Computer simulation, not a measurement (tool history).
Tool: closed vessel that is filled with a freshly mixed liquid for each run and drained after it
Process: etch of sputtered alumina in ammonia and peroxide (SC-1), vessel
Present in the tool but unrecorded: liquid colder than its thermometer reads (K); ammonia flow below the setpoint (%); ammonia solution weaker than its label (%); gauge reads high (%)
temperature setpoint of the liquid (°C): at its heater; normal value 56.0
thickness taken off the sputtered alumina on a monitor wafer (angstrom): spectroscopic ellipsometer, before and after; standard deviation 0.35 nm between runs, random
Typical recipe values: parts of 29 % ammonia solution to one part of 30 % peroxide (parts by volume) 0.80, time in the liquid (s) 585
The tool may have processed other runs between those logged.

| run | hour | temperature setpoint of the liquid (°C) | parts of 29 % ammonia solution to one part of 30 % peroxide (parts by volume) | time in the liquid (s) | wafers since the last listed run | hours since the thermometer was replaced | hours since the ammonia flow meter was replaced | hours since the drum of ammonia solution was connected | hours since the gauge calibration | read-back film thickness of the sputtered alumina reference wafer, read on the same gauge (nm) | thickness taken off the sputtered alumina on a monitor wafer (angstrom) |
|---|---|---|---|---|---|---|---|---|---|---|---|
| 1 | 0.0 | 56.0 | 0.80 | 585 | 0 | 1541.0 | 65.1 | 138.1 | 2373.4 | 140.02 | 412.8 |
| 2 | 42.0 | 56.0 | 0.80 | 585 | 3145 | 1583.0 | 107.1 | 180.1 | 2415.4 | 139.96 | 411.7 |
| 3 | 89.5 | 56.0 | 0.80 | 585 | 3557 | 1630.5 | 154.6 | 227.6 | 2462.9 | 139.99 | 408.1 |
|  | 109.9 | gauge calibrated |
| 4 | 121.5 | 60.5 | 0.80 | 585 | 2396 | 1662.5 | 186.6 | 259.6 | 11.6 | 140.00 | 527.4 |
| 5 | 152.0 | 56.0 | 1.10 | 585 | 2284 | 1693.0 | 217.1 | 290.1 | 42.1 | 140.02 | 416.1 |
| 6 | 185.3 | 56.0 | 1.10 | 585 | 2494 | 1726.3 | 250.4 | 323.4 | 75.4 | 140.02 | 419.4 |
| 7 | 241.4 | 56.0 | 0.80 | 720 | 4201 | 1782.4 | 306.5 | 379.5 | 131.5 | 140.00 | 501.0 |
| 8 | 282.4 | 56.0 | 0.80 | 585 | 3070 | 1823.4 | 347.5 | 420.5 | 172.5 | 140.01 | 399.8 |
| 9 | 340.0 | 63.5 | 0.95 | 455 | 4314 | 1881.0 | 405.1 | 478.1 | 230.1 | 140.01 | 475.5 |
| 10 | 400.0 | 56.0 | 0.45 | 930 | 4493 | 1941.0 | 465.1 | 538.1 | 290.1 | 139.99 | 610.7 |
| 11 | 442.1 | 65.5 | 0.80 | 585 | 3153 | 1983.1 | 507.2 | 580.2 | 332.2 | 139.99 | 663.7 |
|  | 447.9 | thermometer replaced |
|  | 464.9 | new drum of ammonia solution connected |
| 12 | 481.6 | 56.0 | 0.80 | 585 | 2808 | 33.7 | 546.7 | 16.7 | 371.7 | 140.04 | 433.4 |
| 13 | 521.0 | 49.5 | 0.60 | 350 | 2951 | 73.1 | 586.1 | 56.1 | 411.1 | 139.99 | 178.5 |
| 14 | 559.0 | 56.0 | 0.80 | 585 | 2846 | 111.1 | 624.1 | 94.1 | 449.1 | 139.99 | 427.5 |
| 15 | 622.5 | 56.0 | 0.80 | 865 | 4756 | 174.6 | 687.6 | 157.6 | 512.6 | 139.97 | 644.8 |
| 16 | 654.8 | 61.0 | 0.80 | 400 | 2419 | 206.9 | 719.9 | 189.9 | 544.9 | 139.99 | 385.9 |
| 17 | 696.2 | 56.0 | 0.80 | 585 | 3100 | 248.3 | 761.3 | 231.3 | 586.3 | 139.98 | 428.7 |
| 18 | 763.7 | 49.5 | 0.60 | 350 | 5055 | 315.8 | 828.8 | 298.8 | 653.8 | 140.02 | 176.7 |
| 19 | 803.6 | 49.5 | 1.00 | 330 | 2988 | 355.7 | 868.7 | 338.7 | 693.7 | 140.03 | 174.6 |
| 20 | 845.9 | 48.5 | 0.80 | 315 | 3168 | 398.0 | 911.0 | 381.0 | 736.0 | 140.00 | 153.2 |
| 21 | 894.7 | 56.0 | 0.70 | 765 | 3655 | 446.8 | 959.8 | 429.8 | 784.8 | 140.01 | 559.2 |
| 22 | 962.0 | 53.5 | 0.80 | 585 | 5040 | 514.1 | 1027.1 | 497.1 | 852.1 | 140.01 | 375.0 |
| 23 | 1002.5 | 48.5 | 1.05 | 585 | 3033 | 554.6 | 1067.6 | 537.6 | 892.6 | 140.01 | 291.9 |
| 24 | 1049.3 | 56.0 | 0.80 | 585 | 3505 | 601.4 | 1114.4 | 584.4 | 939.4 | 140.00 | 425.6 |
|  | 1117.6 | new drum of ammonia solution connected |
| 25 | 1136.1 | 56.0 | 0.70 | 765 | 6426 | 688.2 | 1201.2 | 18.5 | 1026.2 | 140.02 | 548.0 |
| 26 | 1168.2 | 56.0 | 0.80 | 435 | 2404 | 720.3 | 1233.3 | 50.6 | 1058.3 | 140.02 | 314.5 |
| 27 | 1207.2 | 56.0 | 0.80 | 585 | 2921 | 759.3 | 1272.3 | 89.6 | 1097.3 | 140.03 | 424.4 |
| 28 | 1261.0 | 60.5 | 0.65 | 585 | 4029 | 813.1 | 1326.1 | 143.4 | 1151.1 | 140.00 | 516.8 |
| 29 | 1326.7 | 56.0 | 0.80 | 585 | 4920 | 878.8 | 1391.8 | 209.1 | 1216.8 | 140.00 | 415.0 |

How the hidden state differs across the entries between the runs, from the last listed run before each to the first after it:
Run 3 -> run 4: gauge calibrated (hour 109.9)
  liquid colder than its thermometer reads (K): 1.23 -> 1.25
  what was measured, less what the result would be without the hidden state, thickness taken off the sputtered alumina on a monitor wafer (angstrom): -27.4 -> -34.9
Run 11 -> run 12: thermometer replaced (hour 447.9); new drum of ammonia solution connected (hour 464.9)
  liquid colder than its thermometer reads (K): 1.46 -> 0.178
  what was measured, less what the result would be without the hidden state, thickness taken off the sputtered alumina on a monitor wafer (angstrom): -49.9 -> -4.2
Run 24 -> run 25: new drum of ammonia solution connected (hour 1117.6)
  liquid colder than its thermometer reads (K): 0.557 -> 0.615
  what was measured, less what the result would be without the hidden state, thickness taken off the sputtered alumina on a monitor wafer (angstrom): -12.8 -> -18.0

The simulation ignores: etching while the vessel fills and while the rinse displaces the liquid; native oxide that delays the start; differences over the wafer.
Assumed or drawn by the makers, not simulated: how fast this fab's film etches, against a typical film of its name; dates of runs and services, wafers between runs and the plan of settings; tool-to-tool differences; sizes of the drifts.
